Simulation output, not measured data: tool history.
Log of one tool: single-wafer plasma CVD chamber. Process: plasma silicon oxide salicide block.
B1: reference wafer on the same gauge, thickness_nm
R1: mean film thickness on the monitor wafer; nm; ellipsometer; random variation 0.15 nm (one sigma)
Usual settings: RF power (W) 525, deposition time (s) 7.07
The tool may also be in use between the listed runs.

{"run": 1, "hour": 0.0, "RF power (W)": 500, "deposition time (s)": 7.07, "B1": 79.054, "R1": 70.96}
{"run": 2, "hour": 18.3, "RF power (W)": 500, "deposition time (s)": 7.07, "B1": 79.003, "R1": 70.879}
{"run": 3, "hour": 28.3, "RF power (W)": 500, "deposition time (s)": 7.07, "B1": 79.029, "R1": 71.044}
{"run": 4, "hour": 39.5, "RF power (W)": 605, "deposition time (s)": 7.07, "B1": 79.019, "R1": 74.458}
{"run": 5, "hour": 55.0, "RF power (W)": 605, "deposition time (s)": 7.07, "B1": 78.988, "R1": 74.802}
{"run": 6, "hour": 64.3, "RF power (W)": 525, "deposition time (s)": 7.07, "B1": 78.958, "R1": 71.752}
{"run": 7, "hour": 72.0, "RF power (W)": 525, "deposition time (s)": 7.07, "B1": 78.984, "R1": 71.865}
{"run": 8, "hour": 87.9, "RF power (W)": 525, "deposition time (s)": 7.07, "B1": 79.023, "R1": 71.708}
{"run": 9, "hour": 96.4, "RF power (W)": 480, "deposition time (s)": 7.07, "B1": 79.052, "R1": 69.846}
{"run": 10, "hour": 114.3, "RF power (W)": 480, "deposition time (s)": 7.07, "B1": 79.06, "R1": 70.073}
{"run": 11, "hour": 121.6, "RF power (W)": 480, "deposition time (s)": 7.07, "B1": 78.99, "R1": 70.002}
{"run": 12, "hour": 129.2, "RF power (W)": 605, "deposition time (s)": 7.07, "B1": 79.017, "R1": 74.574}
{"hour": 130.5, "done": "gauge calibrated"}
{"run": 13, "hour": 137.4, "RF power (W)": 585, "deposition time (s)": 6.65, "B1": 78.965, "R1": 69.583}
{"run": 14, "hour": 149.2, "RF power (W)": 420, "deposition time (s)": 7.85, "B1": 79.035, "R1": 75.083}
{"run": 15, "hour": 159.8, "RF power (W)": 480, "deposition time (s)": 8.32, "B1": 79.004, "R1": 82.362}
{"run": 16, "hour": 167.5, "RF power (W)": 435, "deposition time (s)": 5.73, "B1": 79.061, "R1": 55.251}

Run 17 comes next. What will it give?
{"run": 17, "hour": 184.0, "RF power (W)": 525, "deposition time (s)": 7.07, "B1": "?", "R1": "?"}

{"run 17": {"B1": 79.022, "R1": 71.885}}
Without the tool's hidden state the same run would have given R1 71.885 nm.
